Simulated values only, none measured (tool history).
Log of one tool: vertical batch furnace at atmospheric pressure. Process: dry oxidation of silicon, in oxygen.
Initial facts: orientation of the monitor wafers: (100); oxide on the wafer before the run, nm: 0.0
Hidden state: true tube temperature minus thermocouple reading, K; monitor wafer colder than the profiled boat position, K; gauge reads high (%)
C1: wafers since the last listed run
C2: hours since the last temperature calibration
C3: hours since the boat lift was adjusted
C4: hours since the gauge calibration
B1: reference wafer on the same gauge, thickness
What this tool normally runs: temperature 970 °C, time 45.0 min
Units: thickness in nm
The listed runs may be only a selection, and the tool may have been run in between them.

Run 1, hour 0.0: usual settings but temperature 982 °C; C1 0; C2 4060.4; C3 4563.7; C4 429.3; B1 36.10. Result: thickness 35.04 nm.
Run 2, hour 29.3: usual settings but temperature 982 °C; C1 370; C2 4089.7; C3 4593.0; C4 458.6; B1 36.10. Result: thickness 34.96 nm.
Run 3, hour 47.4: usual settings but temperature 982 °C; C1 228; C2 4107.8; C3 4611.1; C4 476.7; B1 36.09. Result: thickness 35.01 nm.
Run 4, hour 152.4: usual settings; C1 1328; C2 4212.8; C3 4716.1; C4 581.7; B1 36.11. Result: thickness 31.73 nm.
Run 5, hour 176.7: usual settings; C1 307; C2 4237.1; C3 4740.4; C4 606.0; B1 36.11. Result: thickness 31.79 nm.
Run 6, hour 211.4: usual settings but temperature 955 °C; C1 438; C2 4271.8; C3 4775.1; C4 640.7; B1 36.10. Result: thickness 28.17 nm.
Run 7, hour 236.2: usual settings but temperature 955 °C; C1 313; C2 4296.6; C3 4799.9; C4 665.5; B1 36.11. Result: thickness 28.27 nm.
Run 8, hour 273.7: usual settings but time 61.0 min; C1 474; C2 4334.1; C3 4837.4; C4 703.0; B1 36.09. Result: thickness 38.59 nm.
Run 9, hour 299.6: usual settings but time 61.0 min; C1 327; C2 4360.0; C3 4863.3; C4 728.9; B1 36.09. Result: thickness 38.63 nm.
Run 10, hour 313.0: usual settings but time 31.0 min; C1 169; C2 4373.4; C3 4876.7; C4 742.3; B1 36.10. Result: thickness 25.42 nm.
Run 11, hour 325.5: usual settings but time 31.0 min; C1 158; C2 4385.9; C3 4889.2; C4 754.8; B1 36.08. Result: thickness 25.33 nm.
At hour 349.2: gauge calibrated.
Run 12, hour 349.3: usual settings but time 31.0 min; C1 301; C2 4409.7; C3 4913.0; C4 0.1; B1 36.11. Result: thickness 25.37 nm.
Run 13, hour 362.3: usual settings; C1 164; C2 4422.7; C3 4926.0; C4 13.1; B1 36.10. Result: thickness 31.89 nm.
At hour 396.6: boat lift adjusted.
Run 14, hour 397.1: usual settings but temperature 963 °C, time 67.0 min; C1 136; C2 4457.5; C3 0.5; C4 47.9; B1 36.12. Result: thickness 39.06 nm.
Run 15, hour 402.4: usual settings; C1 67; C2 4462.8; C3 5.8; C4 53.2; B1 36.09. Result: thickness 31.80 nm.
Run 16, hour 425.6: usual settings but time 61.0 min; C1 293; C2 4486.0; C3 29.0; C4 76.4; B1 36.11. Result: thickness 38.71 nm.
Run 17, hour 454.7: usual settings but temperature 980 °C, time 61.5 min; C1 368; C2 4515.1; C3 58.1; C4 105.5; B1 36.11. Result: thickness 42.20 nm.
Run 18, hour 473.2: usual settings but temperature 995 °C, time 29.0 min; C1 234; C2 4533.6; C3 76.6; C4 124.0; B1 36.10. Result: thickness 31.06 nm.
Run 19, hour 492.3: usual settings; C1 241; C2 4552.7; C3 95.7; C4 143.1; B1 36.11. Result: thickness 31.99 nm.
Run 20, hour 509.7: usual settings but temperature 991 °C, time 67.0 min; C1 220; C2 4570.1; C3 113.1; C4 160.5; B1 36.10. Result: thickness 49.76 nm.
At hour 546.2: thermocouples replaced and temperature profile calibrated.
Run 21, hour 546.7: usual settings but temperature 982 °C, time 27.0 min; C1 164; C2 0.5; C3 150.1; C4 197.5; B1 36.11. Result: thickness 24.88 nm.
Run 22, hour 558.5: usual settings but temperature 978 °C; C1 149; C2 12.3; C3 161.9; C4 209.3; B1 36.10. Result: thickness 32.66 nm.
Run 23, hour 589.5: usual settings but time 53.0 min; C1 392; C2 43.3; C3 192.9; C4 240.3; B1 36.10. Result: thickness 34.00 nm.
Run 24, hour 608.4: usual settings but temperature 955 °C, time 66.5 min; C1 239; C2 62.2; C3 211.8; C4 259.2; B1 36.09. Result: thickness 34.76 nm.
Run 25, hour 653.4: usual settings but temperature 994 °C; C1 569; C2 107.2; C3 256.8; C4 304.2; B1 36.09. Result: thickness 37.82 nm.

Run 26 comes next. What will it give?
Run 26, hour 684.1: usual settings but temperature 960 °C, time 39.0 min; C1 388; C2 137.9; C3 287.5; C4 334.9; B1 ?. Result: thickness ?.

Logged for run 26: B1 36.09, thickness 25.90 nm.
Minus the tool's unlogged condition, the same run would have read thickness 25.90 nm.
